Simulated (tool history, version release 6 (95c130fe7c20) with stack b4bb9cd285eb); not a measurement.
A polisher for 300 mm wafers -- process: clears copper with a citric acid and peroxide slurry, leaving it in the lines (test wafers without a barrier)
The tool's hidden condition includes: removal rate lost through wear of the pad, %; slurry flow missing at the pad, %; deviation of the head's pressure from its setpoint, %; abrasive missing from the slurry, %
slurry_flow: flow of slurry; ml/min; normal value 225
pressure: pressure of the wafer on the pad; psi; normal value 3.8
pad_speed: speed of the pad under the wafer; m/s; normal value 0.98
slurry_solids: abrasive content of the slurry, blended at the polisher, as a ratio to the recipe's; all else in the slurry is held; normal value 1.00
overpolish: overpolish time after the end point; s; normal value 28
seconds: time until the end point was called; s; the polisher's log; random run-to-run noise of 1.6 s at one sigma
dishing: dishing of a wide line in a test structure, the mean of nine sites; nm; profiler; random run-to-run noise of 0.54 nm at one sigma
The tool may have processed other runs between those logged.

run,hour,slurry_flow,pressure,pad_speed,slurry_solids,overpolish,wafers since the last listed run,wafers polished on this pad,hours since the slurry nozzle was cleaned,hours since the head pressure was calibrated,hours since the slurry blender was calibrated,"incoming thickness of the incoming film, nm",seconds,dishing
1,0.0,225,3.8,0.98,1.00,28,0,183,311.3,939.0,48.2,247.6,112.4,46.0
2,11.1,225,3.8,0.88,0.80,28,59,243,322.4,950.1,59.3,251.1,134.4,38.8
3,17.6,225,3.8,0.88,0.80,28,34,278,328.9,956.6,65.8,255.2,134.4,39.3
4,31.2,225,3.8,0.98,1.00,28,73,351,342.5,970.2,79.4,253.4,115.0,45.9
5,42.3,225,3.8,0.98,1.00,28,59,411,353.6,981.3,90.5,251.0,111.7,46.0
6,49.2,225,3.8,0.98,1.00,28,37,448,360.5,988.2,97.4,248.0,111.4,46.0
7,55.7,225,3.8,0.98,1.00,28,34,483,367.0,994.7,103.9,245.4,111.1,45.7
# hour 73.9: worn pad replaced by a new one
8,74.4,225,3.8,0.98,1.00,28,78,2,385.7,1013.4,122.6,249.0,111.6,46.7
9,76.1,225,4.5,1.16,1.00,28,9,11,387.4,1015.1,124.3,249.1,82.9,57.7
10,91.5,225,3.8,0.98,1.00,28,82,94,402.8,1030.5,139.7,254.4,116.4,45.2
11,104.7,225,3.8,1.28,0.75,38,70,165,416.0,1043.7,152.9,245.5,92.9,68.2
12,115.7,245,5.1,0.88,0.75,28,59,224,427.0,1054.7,163.9,244.9,110.5,47.0
13,124.2,225,4.4,0.98,0.85,28,45,269,435.5,1063.2,172.4,255.6,110.8,47.9
# hour 137.0: head pressure recalibrated
14,137.5,225,3.8,0.98,1.00,28,60,330,448.8,0.5,185.7,248.3,114.4,45.0
15,143.2,225,3.8,0.66,1.20,28,30,361,454.5,6.2,191.4,249.8,158.8,34.4
16,157.1,225,3.8,0.98,1.00,28,74,435,468.4,20.1,205.3,250.2,111.1,44.9
# hour 168.4: worn pad replaced by a new one
17,168.9,170,3.8,0.98,1.30,28,41,2,480.2,31.9,217.1,251.4,108.2,47.7
18,172.2,225,3.8,0.98,1.00,28,17,20,483.5,35.2,220.4,246.4,110.9,45.4
# hour 180.4: slurry nozzle cleaned
19,180.9,295,2.7,0.68,1.00,19,41,62,0.5,43.9,229.1,246.7,188.1,19.5
20,189.5,175,3.8,0.98,1.00,28,46,108,9.1,52.5,237.7,249.8,115.7,43.4
21,201.5,225,2.9,1.30,1.00,28,64,172,21.1,64.5,249.7,248.1,101.6,49.1
22,214.5,170,4.9,1.32,1.00,28,69,242,34.1,77.5,262.7,246.6,69.8,65.9
# hour 219.8: slurry blender recalibrated
23,228.7,225,3.8,0.74,0.80,36,65,308,48.3,91.7,8.9,247.3,159.1,42.0
24,245.0,225,3.8,1.10,0.80,41,87,395,64.6,108.0,25.2,247.9,105.8,66.2
25,257.4,225,3.8,0.74,1.00,28,66,462,77.0,120.4,37.6,248.9,152.2,36.0
26,267.1,225,4.9,0.68,1.15,28,52,514,86.7,130.1,47.3,253.4,133.3,41.4
# hour 272.4: worn pad replaced by a new one
27,283.2,155,3.8,0.98,1.00,28,64,58,102.8,146.2,63.4,247.9,119.4,43.6
28,297.1,225,3.8,0.98,1.00,15,74,132,116.7,160.1,77.3,249.6,112.0,25.6
29,313.0,225,4.2,0.98,1.00,22,85,218,132.6,176.0,93.2,249.5,106.4,39.5
30,324.5,225,3.8,1.10,1.00,39,61,279,144.1,187.5,104.7,252.3,101.6,67.4

Here are 3 independent what-if runs from the current tool condition. What would each one return?
A,325.0,225,3.8,0.98,0.75,28,2,282,144.6,188.0,105.2,248.7,?,?
B,325.0,225,4.5,0.76,0.90,20,2,282,144.6,188.0,105.2,248.7,?,?
C,325.0,225,2.8,0.98,1.00,21,2,282,144.6,188.0,105.2,248.7,?,?

run,seconds,dishing
A,121.7,41.9
B,131.1,28.9
C,134.5,29.3
Take away the tool's hidden state, keep each run's random variation, and the runs would have read:
run,seconds,dishing
A,121.7,41.9
B,131.1,28.9
C,134.5,29.3
